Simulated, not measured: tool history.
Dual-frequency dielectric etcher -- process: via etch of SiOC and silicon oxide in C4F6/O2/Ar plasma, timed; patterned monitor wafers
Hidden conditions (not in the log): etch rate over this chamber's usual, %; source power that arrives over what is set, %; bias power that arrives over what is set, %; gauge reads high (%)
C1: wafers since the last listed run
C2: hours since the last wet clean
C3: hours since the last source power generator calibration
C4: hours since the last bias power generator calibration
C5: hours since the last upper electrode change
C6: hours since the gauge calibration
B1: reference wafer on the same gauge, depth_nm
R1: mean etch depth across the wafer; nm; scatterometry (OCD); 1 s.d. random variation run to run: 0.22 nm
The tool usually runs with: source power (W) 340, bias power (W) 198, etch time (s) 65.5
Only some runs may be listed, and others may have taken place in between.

Run 1, hour 0: usual settings; C1 0; C2 324.8; C3 1434.7; C4 4445.1; C5 2337.7; C6 70; B1 70.7. Result: R1 72.1 nm.
Run 2, hour 29.8: usual settings; C1 450; C2 354.6; C3 1464.5; C4 4474.9; C5 2367.5; C6 99.8; B1 70.7. Result: R1 72 nm.
Run 3, hour 59.2: usual settings; C1 444; C2 384; C3 1493.9; C4 4504.3; C5 2396.9; C6 129.2; B1 70.7. Result: R1 71.6 nm.
At hour 82: gauge calibrated.
At hour 95: wet clean of the chamber.
At hour 115.8: upper electrode replaced.
Run 4, hour 116.3: usual settings; C1 184; C2 21.3; C3 1551; C4 4561.4; C5 0.5; C6 34.3; B1 70.7. Result: R1 73.5 nm.
Run 5, hour 116.7: usual settings; C1 6; C2 21.7; C3 1551.4; C4 4561.8; C5 0.9; C6 34.7; B1 70.8. Result: R1 73.9 nm.
Run 6, hour 119.8: usual settings but etch time (s) 75.5; C1 46; C2 24.8; C3 1554.5; C4 4564.9; C5 4; C6 37.8; B1 70.8. Result: R1 84.3 nm.
Run 7, hour 135.7: usual settings but etch time (s) 75.5; C1 240; C2 40.7; C3 1570.4; C4 4580.8; C5 19.9; C6 53.7; B1 70.7. Result: R1 84.8 nm.
At hour 146: source power generator calibrated.
Run 8, hour 152.2: usual settings but source power (W) 380, bias power (W) 215, etch time (s) 83.5; C1 189; C2 57.2; C3 6.2; C4 4597.3; C5 36.4; C6 70.2; B1 70.7. Result: R1 99.7 nm.
Run 9, hour 170: usual settings but source power (W) 360; C1 269; C2 75; C3 24; C4 4615.1; C5 54.2; C6 88; B1 70.8. Result: R1 75 nm.
Run 10, hour 182.3: usual settings but source power (W) 400, bias power (W) 247, etch time (s) 85; C1 185; C2 87.3; C3 36.3; C4 4627.4; C5 66.5; C6 100.3; B1 70.7. Result: R1 107.6 nm.
At hour 199.2: bias power generator calibrated.
Run 11, hour 203.3: usual settings but source power (W) 380, bias power (W) 215, etch time (s) 83.5; C1 257; C2 108.3; C3 57.3; C4 4.1; C5 87.5; C6 121.3; B1 70.7. Result: R1 99.4 nm.
Run 12, hour 232.6: usual settings but source power (W) 400; C1 443; C2 137.6; C3 86.6; C4 33.4; C5 116.8; C6 150.6; B1 70.7. Result: R1 77.7 nm.
At hour 235: gauge calibrated.
Run 13, hour 255.4: usual settings; C1 344; C2 160.4; C3 109.4; C4 56.2; C5 139.6; C6 20.4; B1 70.8. Result: R1 73.6 nm.
Run 14, hour 281.3: usual settings but source power (W) 260, etch time (s) 55.5; C1 391; C2 186.3; C3 135.3; C4 82.1; C5 165.5; C6 46.3; B1 70.8. Result: R1 56.2 nm.
Run 15, hour 303.9: usual settings but bias power (W) 218, etch time (s) 53.5; C1 341; C2 208.9; C3 157.9; C4 104.7; C5 188.1; C6 68.9; B1 70.7. Result: R1 61.2 nm.

Each row is a separate what-if for the run after 15, all from the same tool condition, not one after another. Results?
Run A, hour 304.3: usual settings; C1 6; C2 209.3; C3 158.3; C4 105.1; C5 188.5; C6 69.3; B1 ?. Result: R1 ?.
Run B, hour 304.3: usual settings but source power (W) 270, bias power (W) 243; C1 6; C2 209.3; C3 158.3; C4 105.1; C5 188.5; C6 69.3; B1 ?. Result: R1 ?.
Run C, hour 304.3: usual settings but source power (W) 390, bias power (W) 214, etch time (s) 80.5; C1 6; C2 209.3; C3 158.3; C4 105.1; C5 188.5; C6 69.3; B1 ?. Result: R1 ?.

run    B1    R1
  A  70.7  73.3
  B  70.7  71.9
  C  70.7  96.9
With the hidden condition removed and each run's random variation left untouched, the same runs would have given:
run    R1
  A  74.3
  B  72.8
  C  98.1
